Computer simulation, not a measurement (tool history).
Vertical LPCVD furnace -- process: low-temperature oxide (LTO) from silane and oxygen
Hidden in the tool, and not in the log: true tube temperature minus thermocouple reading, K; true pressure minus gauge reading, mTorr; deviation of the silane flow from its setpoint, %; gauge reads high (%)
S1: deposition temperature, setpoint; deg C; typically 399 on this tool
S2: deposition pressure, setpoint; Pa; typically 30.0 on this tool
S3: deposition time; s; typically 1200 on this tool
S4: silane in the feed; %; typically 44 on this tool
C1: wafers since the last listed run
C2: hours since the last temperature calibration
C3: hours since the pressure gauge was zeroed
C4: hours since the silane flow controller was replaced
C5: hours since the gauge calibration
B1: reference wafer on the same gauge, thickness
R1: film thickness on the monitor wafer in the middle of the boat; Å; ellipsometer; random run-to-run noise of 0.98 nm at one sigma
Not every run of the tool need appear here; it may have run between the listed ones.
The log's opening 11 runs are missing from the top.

Run 12, hour 943.6: usual settings but S2 24.7 Pa; C1 1272; C2 2758.3; C3 3002.8; C4 4364.2; C5 422.6; B1 198.81. Result: R1 1712.5 Å.
Run 13, hour 985.2: usual settings but S3 990 s, S4 38 %; C1 806; C2 2799.9; C3 3044.4; C4 4405.8; C5 464.2; B1 199.16. Result: R1 1465.4 Å.
At hour 1061.1: thermocouples replaced and temperature profile calibrated.
Run 14, hour 1061.6: usual settings but S3 990 s; C1 1015; C2 0.5; C3 3120.8; C4 4482.2; C5 540.6; B1 199.31. Result: R1 1731.2 Å.
At hour 1088.7: pressure gauge zeroed.
Run 15, hour 1150.7: usual settings but S2 33.3 Pa; C1 1261; C2 89.6; C3 62.0; C4 4571.3; C5 629.7; B1 199.08. Result: R1 2268.3 Å.
At hour 1239.9: silane flow controller replaced.
Run 16, hour 1240.4: usual settings but S1 409 deg C, S3 1650 s, S4 38 %; C1 1272; C2 179.3; C3 151.7; C4 0.5; C5 719.4; B1 198.83. Result: R1 2615.5 Å.
Run 17, hour 1273.4: usual settings but S3 720 s, S4 47 %; C1 639; C2 212.3; C3 184.7; C4 33.5; C5 752.4; B1 199.09. Result: R1 1294.9 Å.
Run 18, hour 1376.8: usual settings; C1 2003; C2 315.7; C3 288.1; C4 136.9; C5 855.8; B1 199.46. Result: R1 2012.0 Å.
Run 19, hour 1468.3: usual settings but S3 990 s, S4 50 %; C1 1772; C2 407.2; C3 379.6; C4 228.4; C5 947.3; B1 199.19. Result: R1 1900.2 Å.
Run 20, hour 1533.1: usual settings but S1 403 deg C, S2 26.0 Pa, S3 1320 s; C1 1255; C2 472.0; C3 444.4; C4 293.2; C5 1012.1; B1 199.11. Result: R1 2010.7 Å.
Run 21, hour 1586.9: usual settings but S1 393 deg C; C1 1042; C2 525.8; C3 498.2; C4 347.0; C5 1065.9; B1 198.94. Result: R1 1902.4 Å.
Run 22, hour 1660.7: usual settings but S1 391 deg C, S2 35.3 Pa, S3 1590 s, S4 47 %; C1 1429; C2 599.6; C3 572.0; C4 420.8; C5 1139.7; B1 198.95. Result: R1 3108.3 Å.
Run 23, hour 1705.1: usual settings; C1 860; C2 644.0; C3 616.4; C4 465.2; C5 1184.1; B1 199.04. Result: R1 2035.6 Å.
Run 24, hour 1747.7: usual settings but S2 27.3 Pa, S4 49 %; C1 825; C2 686.6; C3 659.0; C4 507.8; C5 1226.7; B1 199.05. Result: R1 2054.4 Å.
Run 25, hour 1832.3: usual settings; C1 1639; C2 771.2; C3 743.6; C4 592.4; C5 1311.3; B1 198.84. Result: R1 2048.5 Å.
Run 26, hour 1891.7: usual settings but S1 394 deg C, S2 36.0 Pa, S3 1500 s, S4 36 %; C1 1150; C2 830.6; C3 803.0; C4 651.8; C5 1370.7; B1 198.81. Result: R1 2277.8 Å.
Run 27, hour 1980.2: usual settings but S2 24.7 Pa, S3 1650 s, S4 47 %; C1 1714; C2 919.1; C3 891.5; C4 740.3; C5 1459.2; B1 199.11. Result: R1 2485.4 Å.
Run 28, hour 2062.2: usual settings; C1 1588; C2 1001.1; C3 973.5; C4 822.3; C5 1541.2; B1 199.20. Result: R1 2044.8 Å.
Run 29, hour 2131.6: usual settings but S4 40 %; C1 1344; C2 1070.5; C3 1042.9; C4 891.7; C5 1610.6; B1 199.00. Result: R1 1820.7 Å.
Run 30, hour 2223.4: usual settings but S1 404 deg C, S2 26.0 Pa; C1 1778; C2 1162.3; C3 1134.7; C4 983.5; C5 1702.4; B1 199.18. Result: R1 1880.7 Å.

Below are 5 alternative next runs, each starting from the tool's condition after run 30. Predict each:
Run A, hour 2227.5: usual settings; C1 79; C2 1166.4; C3 1138.8; C4 987.6; C5 1706.5; B1 ?. Result: R1 ?.
Run B, hour 2227.5: usual settings but S2 32.7 Pa, S4 36 %; C1 79; C2 1166.4; C3 1138.8; C4 987.6; C5 1706.5; B1 ?. Result: R1 ?.
Run C, hour 2227.5: usual settings but S1 395 deg C, S2 22.7 Pa; C1 79; C2 1166.4; C3 1138.8; C4 987.6; C5 1706.5; B1 ?. Result: R1 ?.
Run D, hour 2227.5: usual settings but S2 24.7 Pa, S4 38 %; C1 79; C2 1166.4; C3 1138.8; C4 987.6; C5 1706.5; B1 ?. Result: R1 ?.
Run E, hour 2227.5: usual settings but S2 24.7 Pa, S3 900 s; C1 79; C2 1166.4; C3 1138.8; C4 987.6; C5 1706.5; B1 ?. Result: R1 ?.

run      B1      R1
  A  198.86  2037.7
  B  198.86  1744.6
  C  198.86  1477.5
  D  198.86  1414.7
  E  198.86  1258.4
Stripped of hidden state, with their random variation kept, the same runs would have yielded:
run      R1
  A  2024.5
  B  1734.2
  C  1464.9
  D  1403.6
  E  1248.4
